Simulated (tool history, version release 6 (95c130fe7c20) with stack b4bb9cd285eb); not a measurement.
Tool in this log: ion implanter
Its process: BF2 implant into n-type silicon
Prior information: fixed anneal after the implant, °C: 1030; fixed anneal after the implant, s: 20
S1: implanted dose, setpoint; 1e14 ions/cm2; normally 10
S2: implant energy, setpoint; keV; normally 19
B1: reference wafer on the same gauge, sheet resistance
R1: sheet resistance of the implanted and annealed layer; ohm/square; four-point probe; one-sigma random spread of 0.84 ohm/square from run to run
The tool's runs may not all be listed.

run     day     S1    S2      B1      R1
  1       0     10    19  183.14  156.44
  2   0.458  11.22    19  182.97  149.13
  3   1.104  11.22    19  182.92  149.67
  4   1.558     10    19  182.66  156.78
  5   3.412     10    19  182.83   156.2
  6   4.092     10    19  183.08  155.87
  7   4.346     10    19  183.42  157.26
      4.708  -- Faraday cup replaced and dose calibrated
  8   4.846     10    19  183.09   156.1
  9   5.112     10    19  182.66  156.92
 10   5.475     10    19  182.89  155.99
 11   6.217   7.01  16.5  183.07  197.61
 12   6.683   10.8  12.5  182.74  171.39
      7.042  -- gauge calibrated
      7.342  -- extraction supply calibrated
 13   7.362     10    19  183.05  157.44
 14   7.817     10    19  182.77  155.77
 15   8.188     10    19  182.65  157.68
 16   8.479  12.15  15.5  183.16  154.33
 17   8.979     10    19  183.17   155.9
 18   9.404     10    21  183.09  151.96
 19  10.008   8.16    19  183.14     174
 20  10.604  11.47    19  182.54  146.98

Below are 3 alternative next runs, each starting from the tool's condition after run 20. Predict each:
  A  10.621    10  19   ?   ?
  B  10.621    10  14   ?   ?
  C  10.621  9.08  19   ?   ?

run      B1      R1
  A  183.08  155.19
  B  183.08  169.39
  C  183.08   162.9
With the hidden condition removed and each run's random variation left untouched, the same runs would have given:
run      R1
  A  155.19
  B  169.39
  C   162.9

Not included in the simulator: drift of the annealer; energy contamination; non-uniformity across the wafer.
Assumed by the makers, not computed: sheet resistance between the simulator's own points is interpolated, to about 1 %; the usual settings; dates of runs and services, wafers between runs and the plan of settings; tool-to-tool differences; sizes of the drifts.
